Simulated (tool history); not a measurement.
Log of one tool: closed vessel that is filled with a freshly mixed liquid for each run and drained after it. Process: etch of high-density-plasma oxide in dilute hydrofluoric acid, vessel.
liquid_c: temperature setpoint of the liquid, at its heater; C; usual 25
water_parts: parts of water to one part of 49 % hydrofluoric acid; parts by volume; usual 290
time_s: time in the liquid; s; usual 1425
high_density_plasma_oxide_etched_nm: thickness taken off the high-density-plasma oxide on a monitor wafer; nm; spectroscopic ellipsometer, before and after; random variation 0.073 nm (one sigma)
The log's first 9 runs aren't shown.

run    hour  liquid_c  water_parts  time_s  wafers since the last listed run  hours since the thermometer was replaced  hours since the hydrofluoric acid flow meter was replaced  hours since the gauge calibration  read-back film thickness of the high-density-plasma oxide reference wafer, read on the same gauge (nm)  high_density_plasma_oxide_etched_nm
 10   656.6        25          290    1425                              1169                                     240.3                                                      170.8                             3129.3                                                                                                   51.83                                22.38
 11   712.1      22.5          290    1425                              1769                                     295.8                                                      226.3                             3184.8                                                                                                   51.87                                20.46
      804.8  -- gauge calibrated
 12   811.6        25          215    1425                              3171                                     395.3                                                      325.8                                6.8                                                                                                   49.46                                31.01
 13   990.5        25          215    1425                              5703                                     574.2                                                      504.7                              185.7                                                                                                   49.48                                 31.1
 14  1060.6        25          175    1425                              2234                                     644.3                                                      574.8                              255.8                                                                                                    49.5                                40.11
 15  1139.5        22          340     595                              2515                                     723.2                                                      653.7                              334.7                                                                                                    49.5                                 6.53
     1188.1  -- hydrofluoric acid flow meter replaced
     1193.6  -- thermometer replaced
 16  1244.3        25          385     685                              3277                                      50.7                                                       56.2                              439.5                                                                                                   49.48                                 7.06
 17  1285.5        25          290    1425                              1313                                      91.9                                                       97.4                              480.7                                                                                                   49.52                                21.44
 18  1533.9      28.5          350    1715                              7918                                     340.3                                                      345.8                              729.1                                                                                                   49.57                                22.45
 19    1620        25          220    1425                              2744                                     426.4                                                      431.9                              815.2                                                                                                   49.58                                30.24
 20  1778.6        21          290    1425                              5056                                       585                                                      590.5                              973.8                                                                                                   49.67                                18.56
 21  1842.2        25          290    1425                              2027                                     648.6                                                      654.1                             1037.4                                                                                                   49.67                                21.46
 22  1914.3        25          290    1425                              2298                                     720.7                                                      726.2                             1109.5                                                                                                   49.68                                21.37
 23  1956.2        25          290    1425                              1335                                     762.6                                                      768.1                             1151.4                                                                                                   49.71                                21.41
     1971.6  -- hydrofluoric acid flow meter replaced
 24    2036        25          290     665                              2512                                     842.4                                                       64.4                             1231.2                                                                                                   49.74                                 9.96
 25  2078.5      20.5          385    1810                              1354                                     884.9                                                      106.9                             1273.7                                                                                                   49.76                                16.08
     2198.1  -- thermometer replaced
 26    2207      22.5          290    1105                              4064                                       8.9                                                      235.4                             1402.2                                                                                                   49.81                                 15.2
 27    2267        25          290    1425                              1912                                      68.9                                                      295.4                             1462.2                                                                                                   49.84                                21.48
 28  2324.4        22          290    1690                              1829                                     126.3                                                      352.8                             1519.6                                                                                                   49.87                                22.99
 29  2515.1        25          290    1910                              6079                                       317                                                      543.5                             1710.3                                                                                                   49.99                                28.87
 30    2654        28          335    1755                              4427                                     455.9                                                      682.4                             1849.2                                                                                                   50.06                                24.33
       2774  -- hydrofluoric acid flow meter replaced
 31  2781.1        25          325    2195                              4019                                       583                                                        7.1                             1976.3                                                                                                   50.15                                28.85
 32  2953.6        21          390    1965                              5499                                     755.5                                                      179.6                             2148.8                                                                                                   50.28                                 17.7

3 ways to go on from here, each from the tool as it stands after run 32. What would each give?
  A  2954.6        25          420    1425                                31                                     756.5                                                      180.6                             2149.8                                                                                                       ?                                    ?
  B  2954.6        25          370    1425                                31                                     756.5                                                      180.6                             2149.8                                                                                                       ?                                    ?
  C  2954.6      29.5          180    1425                                31                                     756.5                                                      180.6                             2149.8                                                                                                       ?                                    ?

run  read-back film thickness of the high-density-plasma oxide reference wafer, read on the same gauge (nm)  high_density_plasma_oxide_etched_nm
  A                                                                                                   50.26                                13.23
  B                                                                                                   50.26                                15.72
  C                                                                                                   50.26                                46.16
Without the tool's hidden state the same runs would have given:
run  high_density_plasma_oxide_etched_nm
  A                                13.15
  B                                15.63
  C                                45.91

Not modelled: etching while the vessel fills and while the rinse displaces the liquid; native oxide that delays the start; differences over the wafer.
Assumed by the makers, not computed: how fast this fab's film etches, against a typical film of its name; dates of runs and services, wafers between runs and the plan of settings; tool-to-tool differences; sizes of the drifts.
